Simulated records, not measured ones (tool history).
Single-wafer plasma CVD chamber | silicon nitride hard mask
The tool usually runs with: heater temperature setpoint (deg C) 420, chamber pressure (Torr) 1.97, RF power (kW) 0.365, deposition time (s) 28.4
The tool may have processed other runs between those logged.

| run | hour | heater temperature setpoint (deg C) | chamber pressure (Torr) | RF power (kW) | deposition time (s) | wafers since the last listed run | hours since the last thermocouple change | hours since the last RF generator calibration | hours since the last manometer calibration | hours since the showerhead was replaced | hours since the gauge calibration | read-back reference wafer on the same gauge, thickness_nm | mean film thickness on the monitor wafer (Å) |
|---|---|---|---|---|---|---|---|---|---|---|---|---|---|
| 1 | 0.0 | 420 | 1.97 | 0.365 | 28.4 | 0 | 2977.6 | 1138.9 | 1652.4 | 3498.8 | 178.6 | 41.253 | 391.27 |
| 2 | 10.3 | 420 | 1.97 | 0.365 | 28.4 | 221 | 2987.9 | 1149.2 | 1662.7 | 3509.1 | 188.9 | 41.292 | 391.68 |
| 3 | 20.6 | 420 | 1.97 | 0.365 | 28.4 | 221 | 2998.2 | 1159.5 | 1673.0 | 3519.4 | 199.2 | 41.296 | 389.66 |
| 4 | 38.0 | 420 | 1.97 | 0.365 | 28.4 | 374 | 3015.6 | 1176.9 | 1690.4 | 3536.8 | 216.6 | 41.339 | 391.47 |
| 5 | 47.8 | 420 | 2.29 | 0.365 | 28.4 | 211 | 3025.4 | 1186.7 | 1700.2 | 3546.6 | 226.4 | 41.287 | 416.42 |
| 6 | 62.0 | 420 | 2.29 | 0.365 | 28.4 | 306 | 3039.6 | 1200.9 | 1714.4 | 3560.8 | 240.6 | 41.251 | 415.21 |
| 7 | 76.6 | 420 | 2.29 | 0.365 | 28.4 | 314 | 3054.2 | 1215.5 | 1729.0 | 3575.4 | 255.2 | 41.267 | 414.92 |
| 8 | 94.5 | 420 | 1.97 | 0.365 | 28.4 | 385 | 3072.1 | 1233.4 | 1746.9 | 3593.3 | 273.1 | 41.276 | 388.08 |
|  | 95.1 | gauge calibrated |
| 9 | 110.9 | 420 | 1.97 | 0.365 | 28.4 | 353 | 3088.5 | 1249.8 | 1763.3 | 3609.7 | 15.8 | 41.246 | 386.79 |
| 10 | 118.1 | 420 | 1.97 | 0.365 | 28.4 | 155 | 3095.7 | 1257.0 | 1770.5 | 3616.9 | 23.0 | 41.354 | 386.18 |
| 11 | 134.5 | 433 | 2.18 | 0.395 | 26.5 | 353 | 3112.1 | 1273.4 | 1786.9 | 3633.3 | 39.4 | 41.329 | 399.94 |
| 12 | 146.6 | 420 | 1.97 | 0.420 | 23.3 | 260 | 3124.2 | 1285.5 | 1799.0 | 3645.4 | 51.5 | 41.299 | 357.18 |
| 13 | 156.0 | 408 | 1.97 | 0.365 | 33.7 | 202 | 3133.6 | 1294.9 | 1808.4 | 3654.8 | 60.9 | 41.251 | 461.75 |
| 14 | 164.8 | 420 | 1.97 | 0.320 | 28.4 | 189 | 3142.4 | 1303.7 | 1817.2 | 3663.6 | 69.7 | 41.329 | 336.53 |
|  | 177.1 | showerhead replaced |
| 15 | 177.6 | 420 | 1.97 | 0.365 | 28.4 | 103 | 3155.2 | 1316.5 | 1830.0 | 0.5 | 82.5 | 41.309 | 383.35 |
|  | 192.0 | capacitance manometer re-zeroed and calibrated |
| 16 | 192.5 | 420 | 2.26 | 0.365 | 23.4 | 148 | 3170.1 | 1331.4 | 0.5 | 15.4 | 97.4 | 41.296 | 333.57 |
| 17 | 201.2 | 413 | 2.17 | 0.390 | 31.7 | 187 | 3178.8 | 1340.1 | 9.2 | 24.1 | 106.1 | 41.286 | 474.82 |
| 18 | 209.2 | 433 | 2.18 | 0.395 | 26.5 | 172 | 3186.8 | 1348.1 | 17.2 | 32.1 | 114.1 | 41.202 | 397.15 |
|  | 217.3 | RF generator calibrated |
|  | 224.0 | thermocouple changed; heater temperature recalibrated |
| 19 | 225.1 | 420 | 1.97 | 0.310 | 28.4 | 24 | 1.1 | 7.8 | 33.1 | 48.0 | 130.0 | 41.328 | 358.97 |
| 20 | 242.1 | 420 | 1.97 | 0.365 | 25.0 | 366 | 18.1 | 24.8 | 50.1 | 65.0 | 147.0 | 41.275 | 368.36 |
| 21 | 286.8 | 409 | 2.24 | 0.405 | 28.4 | 963 | 62.8 | 69.5 | 94.8 | 109.7 | 191.7 | 41.276 | 484.75 |

Predict each of these 4 candidate next runs independently; none follows another, all start after run 21:
| A | 287.2 | 420 | 1.97 | 0.365 | 30.4 | 8 | 63.2 | 69.9 | 95.2 | 110.1 | 192.1 | ? | ? |
| B | 287.2 | 434 | 1.62 | 0.320 | 31.5 | 8 | 63.2 | 69.9 | 95.2 | 110.1 | 192.1 | ? | ? |
| C | 287.2 | 420 | 1.97 | 0.325 | 31.5 | 8 | 63.2 | 69.9 | 95.2 | 110.1 | 192.1 | ? | ? |
| D | 287.2 | 429 | 1.97 | 0.365 | 26.0 | 8 | 63.2 | 69.9 | 95.2 | 110.1 | 192.1 | ? | ? |

| run | read-back reference wafer on the same gauge, thickness_nm | mean film thickness on the monitor wafer (Å) |
|---|---|---|
| A | 41.288 | 448.48 |
| B | 41.288 | 367.86 |
| C | 41.288 | 416.94 |
| D | 41.288 | 382.06 |
With no hidden state in the tool, these same runs would have given:
| run | mean film thickness on the monitor wafer (Å) |
|---|---|
| A | 449.31 |
| B | 368.58 |
| C | 417.75 |
| D | 382.77 |
